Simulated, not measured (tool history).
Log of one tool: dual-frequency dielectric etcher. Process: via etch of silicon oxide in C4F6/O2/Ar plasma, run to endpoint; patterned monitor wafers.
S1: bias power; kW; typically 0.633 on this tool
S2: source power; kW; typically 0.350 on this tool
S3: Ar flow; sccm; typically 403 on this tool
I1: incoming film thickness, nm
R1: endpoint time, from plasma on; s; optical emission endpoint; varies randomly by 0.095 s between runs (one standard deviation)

run	hour	S1	S2	S3	I1	R1
1	0.0	0.633	0.350	403	127.7	26.0
2	10.3	0.633	0.350	403	128.6	26.5
3	27.0	0.633	0.350	403	128.5	26.3
4	37.0	0.633	0.350	442	129.0	26.9
5	46.9	0.633	0.350	442	129.3	27.2
# hour 75.1: upper electrode replaced, of another model than before
# hour 91.5: bias power generator calibrated
# hour 99.5: wet clean of the chamber
6	100.0	0.633	0.350	403	129.2	25.4
7	103.3	0.633	0.350	403	129.0	25.5
# hour 111.2: Ar flow controller replaced
8	116.9	0.633	0.350	403	128.8	25.3
9	136.3	0.633	0.320	403	126.2	25.2
10	144.0	0.505	0.350	436	127.8	26.7
# hour 157.6: source power generator calibrated
11	158.3	0.633	0.350	403	126.9	25.2
12	175.7	0.633	0.290	403	129.2	26.6
13	193.5	0.633	0.350	403	129.2	25.8
14	200.9	0.633	0.350	309	128.9	24.5
15	207.2	0.733	0.320	403	127.9	25.0
16	217.6	0.633	0.400	403	127.5	24.6

Below are 4 alternative next runs, each starting from the tool's condition after run 16. Predict each:
A	218.0	0.737	0.350	403	127.5	?
B	218.0	0.782	0.390	403	127.5	?
C	218.0	0.733	0.430	477	127.5	?
D	218.0	0.736	0.430	355	127.5	?

run	R1
A	24.5
B	23.7
C	24.1
D	23.1
With no hidden state in the tool, these same runs would have given:
run	R1
A	24.2
B	23.3
C	23.8
D	22.8
